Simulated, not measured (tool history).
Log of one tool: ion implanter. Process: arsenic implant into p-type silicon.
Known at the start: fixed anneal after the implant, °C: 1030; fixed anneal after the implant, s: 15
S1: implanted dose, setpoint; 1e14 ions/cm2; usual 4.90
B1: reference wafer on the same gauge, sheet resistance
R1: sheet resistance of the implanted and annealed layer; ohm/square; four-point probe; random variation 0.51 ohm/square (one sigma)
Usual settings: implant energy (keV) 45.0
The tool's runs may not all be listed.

{"run": 1, "day": 0.0, "S1": 4.9, "implant energy (keV)": 45.0, "B1": 205.5, "R1": 184.81}
{"run": 2, "day": 1.475, "S1": 4.9, "implant energy (keV)": 45.0, "B1": 205.28, "R1": 183.73}
{"run": 3, "day": 2.2, "S1": 4.9, "implant energy (keV)": 45.0, "B1": 205.15, "R1": 184.07}
{"run": 4, "day": 3.588, "S1": 4.9, "implant energy (keV)": 45.0, "B1": 205.12, "R1": 183.82}
{"run": 5, "day": 4.129, "S1": 4.9, "implant energy (keV)": 45.0, "B1": 205.09, "R1": 183.83}
{"run": 6, "day": 4.662, "S1": 4.9, "implant energy (keV)": 45.0, "B1": 204.87, "R1": 182.98}
{"run": 7, "day": 5.221, "S1": 5.29, "implant energy (keV)": 54.0, "B1": 204.98, "R1": 168.82}
{"run": 8, "day": 9.012, "S1": 5.29, "implant energy (keV)": 54.0, "B1": 204.26, "R1": 168.64}
{"run": 9, "day": 9.679, "S1": 5.29, "implant energy (keV)": 54.0, "B1": 204.0, "R1": 168.98}
{"run": 10, "day": 10.342, "S1": 4.9, "implant energy (keV)": 57.0, "B1": 203.97, "R1": 177.68}
{"run": 11, "day": 12.396, "S1": 4.9, "implant energy (keV)": 57.0, "B1": 203.54, "R1": 177.3}
{"run": 12, "day": 13.683, "S1": 4.9, "implant energy (keV)": 45.0, "B1": 203.18, "R1": 182.65}
{"run": 13, "day": 15.05, "S1": 4.9, "implant energy (keV)": 45.0, "B1": 202.88, "R1": 181.71}
{"run": 14, "day": 15.646, "S1": 4.9, "implant energy (keV)": 45.0, "B1": 202.75, "R1": 181.07}
{"day": 16.783, "done": "Faraday cup replaced and dose calibrated"}
{"run": 15, "day": 16.804, "S1": 4.9, "implant energy (keV)": 45.0, "B1": 202.24, "R1": 181.7}
{"run": 16, "day": 17.8, "S1": 6.29, "implant energy (keV)": 40.0, "B1": 202.03, "R1": 151.49}
{"run": 17, "day": 18.375, "S1": 4.9, "implant energy (keV)": 45.0, "B1": 201.85, "R1": 181.21}
{"run": 18, "day": 19.796, "S1": 4.9, "implant energy (keV)": 45.0, "B1": 201.41, "R1": 180.59}
{"run": 19, "day": 20.6, "S1": 4.9, "implant energy (keV)": 45.0, "B1": 201.21, "R1": 180.26}
{"day": 21.242, "done": "extraction supply calibrated"}
{"run": 20, "day": 22.071, "S1": 4.48, "implant energy (keV)": 45.0, "B1": 200.58, "R1": 192.0}
{"day": 22.592, "done": "gauge calibrated"}
{"run": 21, "day": 22.692, "S1": 4.29, "implant energy (keV)": 57.0, "B1": 204.66, "R1": 195.79}
{"run": 22, "day": 26.254, "S1": 5.93, "implant energy (keV)": 45.0, "B1": 204.52, "R1": 158.44}
{"run": 23, "day": 27.083, "S1": 4.24, "implant energy (keV)": 56.5, "B1": 204.52, "R1": 199.33}
{"run": 24, "day": 27.879, "S1": 3.83, "implant energy (keV)": 49.0, "B1": 204.54, "R1": 217.8}
{"run": 25, "day": 29.1, "S1": 4.9, "implant energy (keV)": 45.0, "B1": 204.26, "R1": 184.01}
{"run": 26, "day": 33.504, "S1": 5.99, "implant energy (keV)": 51.0, "B1": 203.75, "R1": 153.46}
{"run": 27, "day": 34.6, "S1": 5.68, "implant energy (keV)": 45.0, "B1": 203.48, "R1": 163.29}
{"day": 35.638, "done": "Faraday cup replaced and dose calibrated"}
{"run": 28, "day": 35.658, "S1": 5.69, "implant energy (keV)": 45.0, "B1": 203.46, "R1": 162.47}
{"run": 29, "day": 37.021, "S1": 3.5, "implant energy (keV)": 36.5, "B1": 203.23, "R1": 241.33}

Forecast each of these 5 alternatives for the next run:
{"run": "A", "day": 37.038, "S1": 4.9, "implant energy (keV)": 45.0, "B1": "?", "R1": "?"}
{"run": "B", "day": 37.038, "S1": 6.29, "implant energy (keV)": 54.5, "B1": "?", "R1": "?"}
{"run": "C", "day": 37.038, "S1": 5.39, "implant energy (keV)": 53.0, "B1": "?", "R1": "?"}
{"run": "D", "day": 37.038, "S1": 4.9, "implant energy (keV)": 53.5, "B1": "?", "R1": "?"}
{"run": "E", "day": 37.038, "S1": 5.81, "implant energy (keV)": 39.5, "B1": "?", "R1": "?"}

run=A B1=203.21 R1=181.27
run=B B1=203.21 R1=145.92
run=C B1=203.21 R1=164.83
run=D B1=203.21 R1=177.16
run=E B1=203.21 R1=162.10
Without the tool's hidden state the same runs would have given:
run=A R1=182.91
run=B R1=147.24
run=C R1=166.32
run=D R1=178.76
run=E R1=163.56
